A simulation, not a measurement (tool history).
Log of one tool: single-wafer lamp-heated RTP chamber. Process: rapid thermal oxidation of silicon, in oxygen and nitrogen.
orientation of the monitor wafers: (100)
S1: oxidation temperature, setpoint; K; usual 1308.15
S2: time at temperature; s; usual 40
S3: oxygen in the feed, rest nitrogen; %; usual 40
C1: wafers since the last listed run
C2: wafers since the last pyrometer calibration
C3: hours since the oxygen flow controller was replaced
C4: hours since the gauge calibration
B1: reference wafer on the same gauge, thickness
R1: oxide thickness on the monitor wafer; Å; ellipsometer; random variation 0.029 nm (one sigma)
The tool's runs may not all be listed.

run 1 day=0.000 | S1=1308.15 S2=25 S3=40 | C1=0 C2=3143 C3=3229.6 C4=514.6 | B1=4.588 | R1=44.25
run 2 day=0.508 | S1=1287.15 S2=40 S3=40 | C1=135 C2=3278 C3=3241.8 C4=526.8 | B1=4.582 | R1=47.02
run 3 day=1.262 | S1=1308.15 S2=40 S3=40 | C1=201 C2=3479 C3=3259.9 C4=544.9 | B1=4.575 | R1=53.56
run 4 day=2.683 | S1=1308.15 S2=40 S3=40 | C1=378 C2=3858 C3=3294.0 C4=579.0 | B1=4.577 | R1=53.63
run 5 day=6.183 | S1=1328.15 S2=40 S3=40 | C1=933 C2=4792 C3=3378.0 C4=663.0 | B1=4.573 | R1=60.97
run 6 day=6.688 | S1=1292.15 S2=27 S3=40 | C1=134 C2=4926 C3=3390.1 C4=675.1 | B1=4.592 | R1=40.98
run 7 day=8.088 | S1=1292.15 S2=27 S3=40 | C1=373 C2=5300 C3=3423.7 C4=708.7 | B1=4.579 | R1=41.65
run 8 day=8.988 | S1=1292.15 S2=27 S3=40 | C1=240 C2=5540 C3=3445.3 C4=730.3 | B1=4.591 | R1=41.25
-- day=11.404 pyrometer window cleaned and pyrometer calibrated
run 9 day=12.633 | S1=1308.15 S2=40 S3=55 | C1=883 C2=327 C3=3532.8 C4=817.8 | B1=4.573 | R1=57.75
run 10 day=14.067 | S1=1308.15 S2=40 S3=40 | C1=382 C2=709 C3=3567.2 C4=852.2 | B1=4.583 | R1=52.18
run 11 day=15.258 | S1=1308.15 S2=40 S3=40 | C1=317 C2=1027 C3=3595.8 C4=880.8 | B1=4.578 | R1=52.92
run 12 day=16.171 | S1=1308.15 S2=40 S3=40 | C1=243 C2=1271 C3=3617.7 C4=902.7 | B1=4.591 | R1=53.04
run 13 day=17.654 | S1=1308.15 S2=40 S3=40 | C1=395 C2=1666 C3=3653.3 C4=938.3 | B1=4.582 | R1=52.79
run 14 day=18.988 | S1=1308.15 S2=40 S3=40 | C1=355 C2=2022 C3=3685.3 C4=970.3 | B1=4.581 | R1=53.02
run 15 day=20.625 | S1=1317.15 S2=55 S3=26 | C1=436 C2=2458 C3=3724.6 C4=1009.6 | B1=4.581 | R1=56.07
run 16 day=22.008 | S1=1308.15 S2=40 S3=30 | C1=368 C2=2827 C3=3757.8 C4=1042.8 | B1=4.583 | R1=48.86
run 17 day=23.496 | S1=1335.15 S2=55 S3=29 | C1=396 C2=3224 C3=3793.5 C4=1078.5 | B1=4.571 | R1=65.68
run 18 day=24.688 | S1=1278.15 S2=40 S3=22 | C1=317 C2=3542 C3=3822.1 C4=1107.1 | B1=4.574 | R1=37.28
run 19 day=25.838 | S1=1308.15 S2=40 S3=40 | C1=306 C2=3849 C3=3849.7 C4=1134.7 | B1=4.584 | R1=53.68
-- day=26.092 gauge calibrated
run 20 day=27.883 | S1=1308.15 S2=40 S3=40 | C1=545 C2=4394 C3=3898.8 C4=43.0 | B1=4.570 | R1=53.68
-- day=28.858 oxygen flow controller replaced
run 21 day=28.983 | S1=1285.15 S2=47 S3=54 | C1=204 C2=4599 C3=3.0 C4=69.4 | B1=4.582 | R1=54.43
run 22 day=29.508 | S1=1320.15 S2=40 S3=68 | C1=140 C2=4739 C3=15.6 C4=82.0 | B1=4.594 | R1=70.05
run 23 day=30.758 | S1=1308.15 S2=40 S3=40 | C1=333 C2=5072 C3=45.6 C4=112.0 | B1=4.582 | R1=53.91
-- day=31.650 pyrometer window cleaned and pyrometer calibrated
run 24 day=31.692 | S1=1308.15 S2=40 S3=40 | C1=160 C2=11 C3=68.0 C4=134.4 | B1=4.574 | R1=51.71
run 25 day=32.229 | S1=1308.15 S2=52 S3=30 | C1=143 C2=154 C3=80.9 C4=147.3 | B1=4.588 | R1=52.96
run 26 day=33.100 | S1=1308.15 S2=40 S3=21 | C1=232 C2=386 C3=101.8 C4=168.2 | B1=4.595 | R1=42.34
run 27 day=35.867 | S1=1291.15 S2=52 S3=30 | C1=737 C2=1124 C3=168.2 C4=234.6 | B1=4.586 | R1=48.23
run 28 day=36.725 | S1=1308.15 S2=40 S3=40 | C1=228 C2=1353 C3=188.8 C4=255.2 | B1=4.567 | R1=52.99

What the log doesn't show, run by run:
deviation of the oxygen flow from its setpoint, %: 0 in every run
gauge reads high (%): 0 in every run
H1: true wafer temperature minus pyrometer reading, K
run=1 H1=6.16
run=2 H1=6.26
run=3 H1=6.39
run=4 H1=6.6
run=5 H1=6.98
run=6 H1=7.02
run=7 H1=7.11
run=8 H1=7.17
run=9 H1=1.92
run=10 H1=3.04
run=11 H1=3.82
run=12 H1=4.33
run=13 H1=5.03
run=14 H1=5.55
run=15 H1=6.07
run=16 H1=6.43
run=17 H1=6.74
run=18 H1=6.94
run=19 H1=7.11
run=20 H1=7.35
run=21 H1=7.46
run=22 H1=7.5
run=23 H1=7.59
run=24 H1=0.797
run=25 H1=1.33
run=26 H1=2.1
run=27 H1=4.02
run=28 H1=4.48
